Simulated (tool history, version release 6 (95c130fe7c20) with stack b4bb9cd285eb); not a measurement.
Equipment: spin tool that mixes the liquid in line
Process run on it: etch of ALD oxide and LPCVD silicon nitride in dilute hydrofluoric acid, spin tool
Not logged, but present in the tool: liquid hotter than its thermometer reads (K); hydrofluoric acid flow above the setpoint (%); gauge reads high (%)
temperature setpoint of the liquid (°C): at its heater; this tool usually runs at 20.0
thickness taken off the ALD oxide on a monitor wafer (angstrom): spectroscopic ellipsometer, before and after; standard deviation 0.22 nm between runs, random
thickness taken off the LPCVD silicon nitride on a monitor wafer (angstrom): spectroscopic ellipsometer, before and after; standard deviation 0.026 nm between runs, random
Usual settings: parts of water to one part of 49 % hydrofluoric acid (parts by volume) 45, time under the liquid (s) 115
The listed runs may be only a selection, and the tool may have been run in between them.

run     day  temperature setpoint of the liquid (°C)  parts of water to one part of 49 % hydrofluoric acid (parts by volume)  time under the liquid (s)  wafers since the last listed run  hours since the thermometer was replaced  hours since the hydrofluoric acid flow meter was replaced  hours since the gauge calibration  read-back film thickness of the ALD oxide reference wafer, read on the same gauge (nm)  read-back film thickness of the LPCVD silicon nitride reference wafer, read on the same gauge (nm)  thickness taken off the ALD oxide on a monitor wafer (angstrom)  thickness taken off the LPCVD silicon nitride on a monitor wafer (angstrom)
  1   0.000                                     20.0                                                                      45                        115                                 0                                    1435.1                                                     1483.0                              111.4                                                                                  108.43                                                                                              59.144                                                            311.1                                                                         9.30
  2   2.858                                     20.0                                                                      45                        115                               442                                    1503.7                                                     1551.6                              180.0                                                                                  107.92                                                                                              58.876                                                            309.2                                                                         8.85
  3   5.579                                     20.0                                                                      45                        115                               421                                    1569.0                                                     1616.9                              245.3                                                                                  107.59                                                                                              58.692                                                            310.2                                                                         9.30
  4   9.317                                     20.0                                                                      45                        115                               579                                    1658.7                                                     1706.6                              335.0                                                                                  107.28                                                                                              58.553                                                            309.9                                                                         9.19
  5  11.154                                     20.0                                                                      45                        115                               284                                    1702.8                                                     1750.7                              379.1                                                                                  107.17                                                                                              58.433                                                            308.4                                                                         9.75
     13.708  -- hydrofluoric acid flow meter replaced
  6  13.875                                     20.0                                                                      50                        115                               415                                    1768.1                                                        4.0                              444.4                                                                                  106.99                                                                                              58.397                                                            273.7                                                                         8.40
  7  16.800                                     20.0                                                                      55                        115                               453                                    1838.3                                                       74.2                              514.6                                                                                  106.93                                                                                              58.309                                                            250.8                                                                         7.33
     17.717  -- thermometer replaced
     19.446  -- gauge calibrated
  8  21.229                                     17.0                                                                      55                        115                               679                                      84.3                                                      180.5                               42.8                                                                                  109.38                                                                                              59.650                                                            225.2                                                                         6.21
  9  22.875                                     20.0                                                                      45                        115                               254                                     123.8                                                      220.0                               82.3                                                                                  108.94                                                                                              59.416                                                            314.4                                                                         9.59
 10  24.929                                     20.0                                                                      50                        155                               318                                     173.1                                                      269.3                              131.6                                                                                  108.55                                                                                              59.211                                                            376.3                                                                        10.83
 11  27.862                                     20.0                                                                      40                        115                               454                                     243.5                                                      339.7                              202.0                                                                                  108.11                                                                                              58.958                                                            354.1                                                                        10.43
 12  29.775                                     23.0                                                                      45                        115                               296                                     289.4                                                      385.6                              247.9                                                                                  107.91                                                                                              58.837                                                            352.9                                                                        11.33
 13  33.033                                     22.0                                                                      55                        115                               504                                     367.6                                                      463.8                              326.1                                                                                  107.57                                                                                              58.681                                                            272.6                                                                         8.49
 14  37.238                                     20.0                                                                      40                         85                               651                                     468.5                                                      564.7                              427.0                                                                                  107.33                                                                                              58.515                                                            262.7                                                                         7.78
 15  41.712                                     20.0                                                                      45                        115                               693                                     575.9                                                      672.1                              534.4                                                                                  107.18                                                                                              58.450                                                            306.3                                                                         9.62

For each run, what was the tool's unlogged condition?
liquid hotter than its thermometer reads (K): 0 across all the runs
hydrofluoric acid flow above the setpoint (%): 0 across all the runs
H1: gauge reads high (%)
run      H1
  1   -1.44
  2   -1.88
  3   -2.19
  4   -2.48
  5   -2.59
  6   -2.71
  7    -2.8
  8  -0.567
  9   -0.94
 10   -1.32
 11   -1.73
 12   -1.93
 13   -2.19
 14   -2.42
 15   -2.56
